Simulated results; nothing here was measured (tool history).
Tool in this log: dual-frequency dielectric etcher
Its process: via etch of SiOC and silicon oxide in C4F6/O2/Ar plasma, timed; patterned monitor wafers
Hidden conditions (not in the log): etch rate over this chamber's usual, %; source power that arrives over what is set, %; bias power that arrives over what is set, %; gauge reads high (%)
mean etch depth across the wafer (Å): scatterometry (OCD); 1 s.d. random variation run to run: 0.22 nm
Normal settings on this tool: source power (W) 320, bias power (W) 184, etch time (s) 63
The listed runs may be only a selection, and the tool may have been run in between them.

run,hour,source power (W),bias power (W),etch time (s),wafers since the last listed run,hours since the last wet clean,hours since the last source power generator calibration,hours since the last bias power generator calibration,hours since the last upper electrode change,hours since the gauge calibration,"read-back reference wafer on the same gauge, depth_nm",mean etch depth across the wafer (Å)
1,0,320,184,63,0,266.9,4839.4,3710.1,3011,244.9,63.1,654
2,17.5,320,204,63,138,284.4,4856.9,3727.6,3028.5,262.4,63.1,666
3,26.8,320,184,63,73,293.7,4866.2,3736.9,3037.8,271.7,63,654
4,38.7,290,184,63,94,305.6,4878.1,3748.8,3049.7,283.6,63.2,628
5,50.6,290,184,63,94,317.5,4890,3760.7,3061.6,295.5,63.2,630
6,65.2,320,184,57,115,332.1,4904.6,3775.3,3076.2,310.1,63,594
7,73.2,320,184,57,63,340.1,4912.6,3783.3,3084.2,318.1,63.1,594
8,88.7,320,184,57,122,355.6,4928.1,3798.8,3099.7,333.6,63,591
9,101.3,320,184,63,99,368.2,4940.7,3811.4,3112.3,346.2,63,651
# hour 105.9: gauge calibrated
# hour 132.8: wet clean of the chamber
# hour 147: upper electrode replaced
10,147.5,320,184,63,63,14.7,4986.9,3857.6,0.5,41.6,63.1,664
11,147.9,320,184,63,3,15.1,4987.3,3858,0.9,42,63.1,662
12,148.2,320,217,50.5,2,15.4,4987.6,3858.3,1.2,42.3,63,545
13,148.5,320,217,50.5,2,15.7,4987.9,3858.6,1.5,42.6,63.2,547
14,157.9,370,211,53,74,25.1,4997.3,3868,10.9,52,63.1,607
# hour 163: bias power generator calibrated
15,174.9,360,203,73.5,102,42.1,5014.3,11.9,27.9,69,63.1,826
16,187,320,225,73,95,54.2,5026.4,24,40,81.1,63.1,793
17,200.9,320,184,57,109,68.1,5040.3,37.9,53.9,95,63.1,595
18,217.6,380,206,49,132,84.8,5057,54.6,70.6,111.7,63.2,565
19,237.7,380,151,71.5,158,104.9,5077.1,74.7,90.7,131.8,63.1,779
20,249.3,360,229,76,91,116.5,5088.7,86.3,102.3,143.4,63.1,869
21,261.7,320,184,63,98,128.9,5101.1,98.7,114.7,155.8,63.2,663
# hour 269.3: source power generator calibrated
22,269.8,280,155,63,32,137,0.5,106.8,122.8,163.9,63.1,605
23,285.8,320,184,53.5,126,153,16.5,122.8,138.8,179.9,63.1,558
24,295.4,400,219,49.5,75,162.6,26.1,132.4,148.4,189.5,63.1,586
25,311.3,320,184,63,125,178.5,42,148.3,164.3,205.4,63.2,663
26,319.6,320,184,63,65,186.8,50.3,156.6,172.6,213.7,63.1,659
27,334.8,320,184,63,120,202,65.5,171.8,187.8,228.9,63.1,658

What does the tool deliver on the next run?
28,341.9,390,184,49.5,56,209.1,72.6,178.9,194.9,236,?,?

For run 28 the tool returned read-back reference wafer on the same gauge, depth_nm 63, mean etch depth across the wafer (Å) 562.
Without the tool's hidden state the same run would have given mean etch depth across the wafer (Å) 566.
